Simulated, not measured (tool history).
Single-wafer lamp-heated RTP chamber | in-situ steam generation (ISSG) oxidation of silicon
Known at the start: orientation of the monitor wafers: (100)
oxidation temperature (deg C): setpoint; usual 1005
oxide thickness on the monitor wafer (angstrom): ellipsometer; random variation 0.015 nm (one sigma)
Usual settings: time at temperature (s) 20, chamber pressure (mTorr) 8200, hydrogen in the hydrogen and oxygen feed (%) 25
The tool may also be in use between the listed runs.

run	hour	oxidation temperature (deg C)	time at temperature (s)	chamber pressure (mTorr)	hydrogen in the hydrogen and oxygen feed (%)	wafers since the last listed run	wafers since the last pyrometer calibration	hours since the pressure gauge was zeroed	hours since the hydrogen flow controller was replaced	hours since the gauge calibration	read-back reference wafer on the same gauge, thickness	oxide thickness on the monitor wafer (angstrom)
1	0.0	995	20	8200	25	0	4130	2695.6	6079.8	107.2	5.737	57.81
2	13.1	995	20	8200	25	111	4242	2708.7	6092.9	120.3	5.744	57.85
3	25.4	1010	25	8200	25	105	4347	2721.0	6105.2	132.6	5.740	68.97
4	33.8	1010	25	8200	25	71	4419	2729.4	6113.6	141.0	5.742	69.37
5	44.3	1010	25	8200	25	89	4509	2739.9	6124.1	151.5	5.741	69.03
6	58.5	1005	20	8200	25	121	4630	2754.1	6138.3	165.7	5.739	61.05
# hour 69.5: gauge calibrated
7	70.1	1005	20	8600	25	99	4729	2765.7	6149.9	0.6	5.741	60.76
# hour 79.3: hydrogen flow controller replaced
8	84.0	1005	20	8600	25	50	4780	2779.6	4.7	14.5	5.737	60.74
# hour 95.0: pressure gauge zeroed
9	95.5	988	20	8200	17	29	4809	0.5	16.2	26.0	5.739	51.85
# hour 110.4: pyrometer window cleaned and pyrometer calibrated
10	110.9	1019	18	8200	25	63	4	15.9	31.6	41.4	5.738	63.72
11	128.0	998	20	8200	32	146	150	33.0	48.7	58.5	5.738	64.96
# hour 148.3: pyrometer window cleaned and pyrometer calibrated, repeated, since the last time left the tool worse
12	148.8	998	26	7300	25	109	4	53.8	69.5	79.3	5.741	65.53
13	155.5	991	15	8200	25	57	61	60.5	76.2	86.0	5.738	49.53
14	164.6	1005	24	8700	25	77	139	69.6	85.3	95.1	5.739	64.24
15	181.9	994	20	8200	25	147	287	86.9	102.6	112.4	5.742	56.80
16	199.3	991	15	8200	25	148	435	104.3	120.0	129.8	5.739	49.47

4 ways to go on from here, each from the tool as it stands after run 16. What would each give?
A	199.8	1005	20	8200	25	4	440	104.8	120.5	130.3	?	?
B	199.8	1005	24	8200	32	4	440	104.8	120.5	130.3	?	?
C	199.8	991	13	8200	25	4	440	104.8	120.5	130.3	?	?
D	199.8	989	20	6900	28	4	440	104.8	120.5	130.3	?	?

run	read-back reference wafer on the same gauge, thickness	oxide thickness on the monitor wafer (angstrom)
A	5.737	59.45
B	5.737	68.92
C	5.737	46.65
D	5.737	57.42
Without the tool's hidden state the same runs would have given:
run	oxide thickness on the monitor wafer (angstrom)
A	59.30
B	68.73
C	46.56
D	57.29
